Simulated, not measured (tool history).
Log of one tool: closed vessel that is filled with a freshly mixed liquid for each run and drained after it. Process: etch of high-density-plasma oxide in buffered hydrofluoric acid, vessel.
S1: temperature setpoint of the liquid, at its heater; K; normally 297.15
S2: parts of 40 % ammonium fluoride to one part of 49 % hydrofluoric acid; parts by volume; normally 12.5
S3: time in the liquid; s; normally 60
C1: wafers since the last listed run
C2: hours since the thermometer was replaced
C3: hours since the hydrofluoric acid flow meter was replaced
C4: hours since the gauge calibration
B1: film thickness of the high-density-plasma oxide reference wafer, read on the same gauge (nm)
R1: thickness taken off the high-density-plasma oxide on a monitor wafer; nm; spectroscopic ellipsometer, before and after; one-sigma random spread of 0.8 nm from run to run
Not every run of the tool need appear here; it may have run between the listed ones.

{"run": 1, "hour": 0.0, "S1": 298.65, "S2": 12.5, "S3": 60, "C1": 0, "C2": 1020.3, "C3": 594.8, "C4": 1039.2, "B1": 129.97, "R1": 107.06}
{"run": 2, "hour": 55.2, "S1": 298.65, "S2": 12.5, "S3": 60, "C1": 5235, "C2": 1075.5, "C3": 650, "C4": 1094.4, "B1": 130.03, "R1": 106.96}
{"run": 3, "hour": 123.0, "S1": 298.65, "S2": 12.5, "S3": 60, "C1": 6430, "C2": 1143.3, "C3": 717.8, "C4": 1162.2, "B1": 130.03, "R1": 106.48}
{"run": 4, "hour": 168.0, "S1": 297.15, "S2": 12.5, "S3": 35, "C1": 4267, "C2": 1188.3, "C3": 762.8, "C4": 1207.2, "B1": 130, "R1": 58.08}
{"hour": 171.9, "done": "thermometer replaced"}
{"run": 5, "hour": 237.4, "S1": 297.15, "S2": 12.5, "S3": 35, "C1": 6487, "C2": 65.5, "C3": 832.2, "C4": 1276.6, "B1": 130.01, "R1": 53.93}
{"run": 6, "hour": 272.5, "S1": 297.15, "S2": 12.5, "S3": 35, "C1": 3328, "C2": 100.6, "C3": 867.3, "C4": 1311.7, "B1": 130.03, "R1": 54.97}
{"hour": 295.2, "done": "gauge calibrated"}
{"run": 7, "hour": 327.7, "S1": 297.15, "S2": 12.5, "S3": 75, "C1": 5235, "C2": 155.8, "C3": 922.5, "C4": 32.5, "B1": 130.03, "R1": 118.1}
{"run": 8, "hour": 358.0, "S1": 297.15, "S2": 12.5, "S3": 60, "C1": 2873, "C2": 186.1, "C3": 952.8, "C4": 62.8, "B1": 130.01, "R1": 94.56}
{"run": 9, "hour": 391.2, "S1": 300.65, "S2": 16.5, "S3": 60, "C1": 3148, "C2": 219.3, "C3": 986, "C4": 96, "B1": 130, "R1": 86.82}
{"run": 10, "hour": 423.1, "S1": 297.15, "S2": 12.5, "S3": 60, "C1": 3025, "C2": 251.2, "C3": 1017.9, "C4": 127.9, "B1": 130, "R1": 94.63}
{"run": 11, "hour": 494.0, "S1": 297.15, "S2": 12.5, "S3": 60, "C1": 6724, "C2": 322.1, "C3": 1088.8, "C4": 198.8, "B1": 129.98, "R1": 95.5}
{"run": 12, "hour": 527.7, "S1": 297.15, "S2": 12.5, "S3": 60, "C1": 3196, "C2": 355.8, "C3": 1122.5, "C4": 232.5, "B1": 129.95, "R1": 95.11}
{"hour": 560.0, "done": "hydrofluoric acid flow meter replaced"}
{"run": 13, "hour": 581.0, "S1": 294.15, "S2": 11, "S3": 85, "C1": 4960, "C2": 409.1, "C3": 21, "C4": 285.8, "B1": 130.05, "R1": 129.97}
{"run": 14, "hour": 651.4, "S1": 295.15, "S2": 15, "S3": 50, "C1": 6676, "C2": 479.5, "C3": 91.4, "C4": 356.2, "B1": 130.02, "R1": 59.49}
{"run": 15, "hour": 702.9, "S1": 293.15, "S2": 8.5, "S3": 50, "C1": 4884, "C2": 531, "C3": 142.9, "C4": 407.7, "B1": 130.06, "R1": 91.19}
{"run": 16, "hour": 741.8, "S1": 301.15, "S2": 12.5, "S3": 60, "C1": 3689, "C2": 569.9, "C3": 181.8, "C4": 446.6, "B1": 130.01, "R1": 120.52}
{"run": 17, "hour": 813.5, "S1": 292.65, "S2": 9, "S3": 50, "C1": 6800, "C2": 641.6, "C3": 253.5, "C4": 518.3, "B1": 130, "R1": 82.8}
{"run": 18, "hour": 863.5, "S1": 297.15, "S2": 12.5, "S3": 60, "C1": 4742, "C2": 691.6, "C3": 303.5, "C4": 568.3, "B1": 130.03, "R1": 96.1}
{"run": 19, "hour": 915.8, "S1": 295.65, "S2": 8, "S3": 35, "C1": 4960, "C2": 743.9, "C3": 355.8, "C4": 620.6, "B1": 129.98, "R1": 79.03}
{"run": 20, "hour": 979.6, "S1": 294.15, "S2": 12.5, "S3": 60, "C1": 6050, "C2": 807.7, "C3": 419.6, "C4": 684.4, "B1": 129.99, "R1": 82.27}
{"run": 21, "hour": 1015.0, "S1": 294.65, "S2": 15.5, "S3": 35, "C1": 3357, "C2": 843.1, "C3": 455, "C4": 719.8, "B1": 130, "R1": 39.79}
{"run": 22, "hour": 1040.3, "S1": 297.15, "S2": 12.5, "S3": 70, "C1": 2399, "C2": 868.4, "C3": 480.3, "C4": 745.1, "B1": 130.02, "R1": 114.01}
{"run": 23, "hour": 1087.0, "S1": 297.15, "S2": 12.5, "S3": 60, "C1": 4429, "C2": 915.1, "C3": 527, "C4": 791.8, "B1": 129.99, "R1": 97.66}
{"run": 24, "hour": 1149.1, "S1": 299.65, "S2": 12.5, "S3": 75, "C1": 5889, "C2": 977.2, "C3": 589.1, "C4": 853.9, "B1": 129.98, "R1": 140.92}
{"run": 25, "hour": 1216.2, "S1": 301.15, "S2": 11, "S3": 30, "C1": 6363, "C2": 1044.3, "C3": 656.2, "C4": 921, "B1": 129.97, "R1": 69.74}
{"run": 26, "hour": 1272.6, "S1": 293.15, "S2": 12.5, "S3": 60, "C1": 5349, "C2": 1100.7, "C3": 712.6, "C4": 977.4, "B1": 130.03, "R1": 78.28}
{"run": 27, "hour": 1313.9, "S1": 297.15, "S2": 12.5, "S3": 60, "C1": 3917, "C2": 1142, "C3": 753.9, "C4": 1018.7, "B1": 130.02, "R1": 98.19}
{"run": 28, "hour": 1364.5, "S1": 297.15, "S2": 12.5, "S3": 60, "C1": 4799, "C2": 1192.6, "C3": 804.5, "C4": 1069.3, "B1": 130, "R1": 100.46}
{"run": 29, "hour": 1390.7, "S1": 294.65, "S2": 12.5, "S3": 60, "C1": 2484, "C2": 1218.8, "C3": 830.7, "C4": 1095.5, "B1": 130.05, "R1": 85.57}
{"run": 30, "hour": 1417.7, "S1": 297.15, "S2": 16.5, "S3": 75, "C1": 2560, "C2": 1245.8, "C3": 857.7, "C4": 1122.5, "B1": 129.96, "R1": 93.2}

5 ways to go on from here, each from the tool as it stands after run 30. What would each give?
{"run": "A", "hour": 1418.4, "S1": 297.15, "S2": 17, "S3": 60, "C1": 66, "C2": 1246.5, "C3": 858.4, "C4": 1123.2, "B1": "?", "R1": "?"}
{"run": "B", "hour": 1418.4, "S1": 297.15, "S2": 7.5, "S3": 35, "C1": 66, "C2": 1246.5, "C3": 858.4, "C4": 1123.2, "B1": "?", "R1": "?"}
{"run": "C", "hour": 1418.4, "S1": 299.65, "S2": 8, "S3": 90, "C1": 66, "C2": 1246.5, "C3": 858.4, "C4": 1123.2, "B1": "?", "R1": "?"}
{"run": "D", "hour": 1418.4, "S1": 292.65, "S2": 12.5, "S3": 45, "C1": 66, "C2": 1246.5, "C3": 858.4, "C4": 1123.2, "B1": "?", "R1": "?"}
{"run": "E", "hour": 1418.4, "S1": 301.65, "S2": 14.5, "S3": 85, "C1": 66, "C2": 1246.5, "C3": 858.4, "C4": 1123.2, "B1": "?", "R1": "?"}

run=A B1=130.01 R1=72.75
run=B B1=130.01 R1=92.86
run=C B1=130.01 R1=254.63
run=D B1=130.01 R1=57.62
run=E B1=130.01 R1=153.25
Stripped of hidden state, with their random variation kept, the same runs would have yielded:
run=A R1=68.22
run=B R1=87.1
run=C R1=239.09
run=D R1=53.93
run=E R1=143.98
